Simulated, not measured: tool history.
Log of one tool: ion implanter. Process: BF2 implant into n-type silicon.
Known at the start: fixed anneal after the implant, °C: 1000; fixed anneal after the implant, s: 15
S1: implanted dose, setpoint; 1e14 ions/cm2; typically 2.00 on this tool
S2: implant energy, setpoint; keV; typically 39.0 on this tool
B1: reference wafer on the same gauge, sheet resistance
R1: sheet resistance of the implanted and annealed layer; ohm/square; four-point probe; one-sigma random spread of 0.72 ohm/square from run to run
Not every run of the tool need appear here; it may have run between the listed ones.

run	hour	S1	S2	B1	R1
1	0.0	2.00	39.0	461.96	481.71
2	20.3	2.00	39.0	462.02	482.02
3	53.9	2.00	39.0	462.16	481.93
4	85.4	1.79	39.0	461.94	525.72
5	108.7	1.79	39.0	461.88	525.70
6	134.3	1.79	39.0	462.17	526.79
# hour 151.7: extraction supply calibrated
7	161.7	2.00	39.0	461.96	482.74
8	189.6	2.00	39.0	462.02	482.99
9	204.2	2.00	39.0	462.18	484.73
10	217.6	2.00	39.0	461.82	483.55
11	236.3	2.00	39.0	461.87	482.91
12	262.0	2.00	39.0	461.92	482.95
13	286.3	2.16	32.5	462.14	461.26
14	314.4	1.55	28.0	462.05	615.02
15	347.5	2.48	34.5	462.07	411.02
16	405.9	2.60	39.0	461.89	391.66
17	478.9	1.59	28.5	462.14	603.30
18	493.0	1.82	27.5	462.07	541.04
19	528.8	2.00	39.0	461.76	486.88
20	549.7	1.71	29.5	461.94	565.33
21	574.6	2.00	48.0	461.99	473.55
22	594.4	1.71	48.5	461.87	534.75
# hour 595.8: gauge calibrated
23	609.4	2.00	39.0	461.76	485.95
24	640.1	1.62	48.0	462.03	558.41
# hour 653.1: Faraday cup replaced and dose calibrated
25	675.0	2.00	27.0	461.84	497.88
26	703.9	1.84	43.0	462.28	510.16
27	760.1	2.35	39.0	462.43	425.23
28	774.7	1.66	35.5	461.85	565.34
29	802.3	2.00	39.0	462.26	483.96
30	828.6	1.69	34.0	462.24	560.65
31	843.1	2.38	32.5	462.10	425.77
32	871.5	2.00	39.0	461.85	484.76
33	901.3	2.33	46.5	461.92	421.89
34	925.1	2.53	47.0	461.94	393.34
35	959.7	1.56	29.5	462.10	607.75
36	977.4	2.29	48.5	462.10	424.01

Alternative continuations, all from the tool just after run 36; predict every row:
A	977.8	2.00	44.5	?	?
B	977.8	2.33	33.5	?	?
C	977.8	1.73	39.0	?	?
D	977.8	1.72	43.0	?	?
E	977.8	1.55	29.5	?	?

run	B1	R1
A	461.82	477.39
B	461.82	433.81
C	461.82	542.43
D	461.82	538.77
E	461.82	611.68
With no hidden state in the tool, these same runs would have given:
run	R1
A	475.59
B	432.10
C	540.40
D	536.78
E	609.30
